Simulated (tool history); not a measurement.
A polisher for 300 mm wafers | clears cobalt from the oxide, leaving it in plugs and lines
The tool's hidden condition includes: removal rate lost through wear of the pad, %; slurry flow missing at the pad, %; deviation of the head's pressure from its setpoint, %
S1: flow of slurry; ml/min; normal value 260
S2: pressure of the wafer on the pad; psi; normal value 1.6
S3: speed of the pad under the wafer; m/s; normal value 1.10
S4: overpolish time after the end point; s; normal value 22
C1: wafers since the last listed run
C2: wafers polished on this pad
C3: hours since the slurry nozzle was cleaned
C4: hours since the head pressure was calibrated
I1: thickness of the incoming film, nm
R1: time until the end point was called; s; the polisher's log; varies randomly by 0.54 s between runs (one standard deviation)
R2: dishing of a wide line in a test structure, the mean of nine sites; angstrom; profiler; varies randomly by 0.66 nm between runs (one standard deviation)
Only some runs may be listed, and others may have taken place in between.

run   hour   S1   S2    S3  S4   C1    C2     C3     C4     I1    R1   R2
  1    0.0  260  1.6  1.10  32    0   288  414.4   95.7  218.9  56.2  678
  2   25.4  260  1.6  1.10  22  257   545  439.8  121.1  220.0  55.8  562
  3   42.2  260  1.6  1.10  22  170   716  456.6  137.9  216.7  56.1  553
      55.4  -- slurry nozzle cleaned
  4   67.7  310  1.6  1.10  26  248   964   12.3  163.4  222.7  56.5  635
  5  101.5  310  1.6  1.10  26  342  1306   46.1  197.2  220.2  53.8  619
  6  132.8  260  1.6  1.10  16  316  1623   77.4  228.5  218.7  55.4  464
     138.4  -- worn pad replaced by a new one
  7  161.5  260  1.6  1.10  22  250   233  106.1  257.2  218.4  54.7  559
  8  197.3  260  1.6  1.10  22  362   596  141.9  293.0  223.1  57.4  551
  9  230.6  260  1.6  1.10  22  337   933  175.2  326.3  216.6  55.0  561
 10  272.2  260  1.2  1.10  26  421  1354  216.8  367.9  217.9  73.3  527
 11  299.0  260  1.2  1.10  26  271  1626  243.6  394.7  218.3  73.8  525
     321.3  -- worn pad replaced by a new one
 12  334.6  260  1.2  1.10  26  320   135  279.2  430.3  219.5  74.5  530
 13  349.9  260  1.7  1.10  22  154   290  294.5  445.6  217.9  51.7  584
 14  363.5  260  1.7  1.10  22  137   427  308.1  459.2  222.1  52.2  587
 15  384.4  260  1.7  1.10  22  211   639  329.0  480.1  221.6  53.2  583
 16  409.5  260  1.6  1.10  22  254   893  354.1  505.2  219.8  56.2  562
 17  428.6  260  1.6  1.10  22  193  1087  373.2  524.3  219.3  55.5  564
 18  442.5  345  1.6  1.38  17  140  1227  387.1  538.2  219.2  43.2  545
 19  456.7  210  1.1  1.26  22  143  1371  401.3  552.4  218.0  73.0  468
 20  472.7  170  1.8  1.44  29  162  1533  417.3  568.4  223.2  40.7  753
     498.1  -- worn pad replaced by a new one
 21  498.6  260  1.6  1.10  22  221     5  443.2  594.3  220.2  55.5  569
 22  523.6  195  1.9  0.86  22  253   258  468.2  619.3  218.5  61.6  516
 23  542.4  260  1.6  1.10  22  190   448  487.0  638.1  220.4  56.7  563
 24  577.9  260  1.2  1.10  26  359   808  522.5  673.6  221.1  74.8  527
     580.1  -- head pressure recalibrated
 25  602.2  210  2.0  0.74  32  225  1033  546.8   22.1  222.2  69.3  618
     614.9  -- slurry nozzle cleaned
 26  630.9  260  1.6  1.10  22  280  1314   16.0   50.8  219.8  55.6  559
 27  659.5  190  1.3  1.10  15  289  1604   44.6   79.4  219.6  71.5  363
 28  675.6  320  1.2  1.10  18  163  1767   60.7   95.5  222.0  73.6  414
     685.1  -- worn pad replaced by a new one
 29  691.8  190  1.3  1.38  27  123    68   76.9  111.7  219.2  56.6  621
 30  724.6  305  1.8  1.10  22  332   400  109.7  144.5  217.0  48.9  596
 31  755.6  210  2.0  0.74  32  313   714  140.7  175.5  221.3  69.6  619
 32  782.8  335  1.1  1.10  35  275   989  167.9  202.7  220.3  79.1  607
 33  805.0  260  1.6  1.10  22  224  1214  190.1  224.9  219.2  55.1  562
 34  830.6  260  1.3  1.10  10  259  1473  215.7  250.5  217.8  68.8  272
 35  844.3  260  1.6  1.10  22  138  1612  229.4  264.2  218.2  56.0  557
     875.6  -- worn pad replaced by a new one
 36  876.1  215  2.2  0.94  17  281     5  261.2  296.0  218.5  49.1  524

Take each entry between the runs: how does the hidden state at the last listed run before it differ from the hidden state at the first listed run after it?
From run 3 to run 4: slurry nozzle cleaned (hour 55.4)
  no difference in the tool's unlogged condition between these two runs
From run 6 to run 7: worn pad replaced by a new one (hour 138.4)
  no difference in the tool's unlogged condition between these two runs
From run 11 to run 12: worn pad replaced by a new one (hour 321.3)
  no difference in the tool's unlogged condition between these two runs
From run 20 to run 21: worn pad replaced by a new one (hour 498.1)
  no difference in the tool's unlogged condition between these two runs
From run 24 to run 25: head pressure recalibrated (hour 580.1)
  no difference in the tool's unlogged condition between these two runs
From run 25 to run 26: slurry nozzle cleaned (hour 614.9)
  no difference in the tool's unlogged condition between these two runs
From run 28 to run 29: worn pad replaced by a new one (hour 685.1)
  no difference in the tool's unlogged condition between these two runs
From run 35 to run 36: worn pad replaced by a new one (hour 875.6)
  no difference in the tool's unlogged condition between these two runs
